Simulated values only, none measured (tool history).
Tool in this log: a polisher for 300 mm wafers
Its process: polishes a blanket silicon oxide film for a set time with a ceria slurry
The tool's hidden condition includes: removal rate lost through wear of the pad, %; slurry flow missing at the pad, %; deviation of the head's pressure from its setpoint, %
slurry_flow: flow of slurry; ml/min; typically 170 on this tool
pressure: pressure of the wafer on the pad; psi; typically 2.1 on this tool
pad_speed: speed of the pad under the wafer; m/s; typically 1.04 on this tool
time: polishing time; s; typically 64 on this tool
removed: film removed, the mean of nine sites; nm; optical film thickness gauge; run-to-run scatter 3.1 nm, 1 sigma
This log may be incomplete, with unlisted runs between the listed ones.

run,hour,slurry_flow,pressure,pad_speed,time,wafers since the last listed run,wafers polished on this pad,hours since the slurry nozzle was cleaned,hours since the head pressure was calibrated,"incoming thickness of the incoming film, nm",removed
1,0.0,170,2.1,1.04,64,0,51,693.3,420.6,812.3,231.0
2,14.0,170,2.1,1.04,64,191,243,707.3,434.6,821.2,228.5
3,24.8,170,2.1,1.04,64,147,390,718.1,445.4,830.6,223.1
# hour 37.1: worn pad replaced by a new one
4,37.6,170,2.1,1.04,64,120,6,730.9,458.2,831.7,208.1
5,45.6,170,2.1,1.04,64,109,116,738.9,466.2,820.6,210.3
# hour 57.2: slurry nozzle cleaned
6,57.7,170,2.1,1.04,64,151,267,0.5,478.3,830.5,201.7
# hour 67.4: head pressure recalibrated
7,67.9,170,2.3,1.04,64,112,380,10.7,0.5,819.0,208.1
# hour 72.1: worn pad replaced by a new one, repeated, since the last time left the tool worse
8,97.5,170,2.1,1.28,48,350,347,40.3,30.1,826.0,202.9
9,107.1,170,2.1,1.04,64,131,479,49.9,39.7,843.6,217.3
# hour 119.7: worn pad replaced by a new one
10,120.2,170,2.1,1.04,43,124,7,63.0,52.8,826.5,152.8
11,126.1,170,1.4,1.04,84,80,87,68.9,58.7,841.1,236.3
12,137.4,185,2.1,1.04,64,154,242,80.2,70.0,831.3,229.6
13,148.6,220,2.1,0.90,82,153,395,91.4,81.2,829.2,265.4
# hour 161.8: worn pad replaced by a new one
14,162.3,170,2.1,1.04,74,132,7,105.1,94.9,835.8,270.0
15,179.6,170,2.1,1.04,64,236,243,122.4,112.2,819.6,228.2

Branching from run 15: 4 alternative next runs. What would each branch give?
A,180.0,170,2.1,1.04,64,5,249,122.8,112.6,840.3,?
B,180.0,170,2.1,1.04,48,5,249,122.8,112.6,840.3,?
C,180.0,170,2.1,1.36,64,5,249,122.8,112.6,840.3,?
D,180.0,170,2.1,1.04,71,5,249,122.8,112.6,840.3,?

run,removed
A,230.5
B,172.8
C,291.0
D,255.7
With the hidden condition removed and each run's random variation left untouched, the same runs would have given:
run,removed
A,233.5
B,175.1
C,294.8
D,259.1

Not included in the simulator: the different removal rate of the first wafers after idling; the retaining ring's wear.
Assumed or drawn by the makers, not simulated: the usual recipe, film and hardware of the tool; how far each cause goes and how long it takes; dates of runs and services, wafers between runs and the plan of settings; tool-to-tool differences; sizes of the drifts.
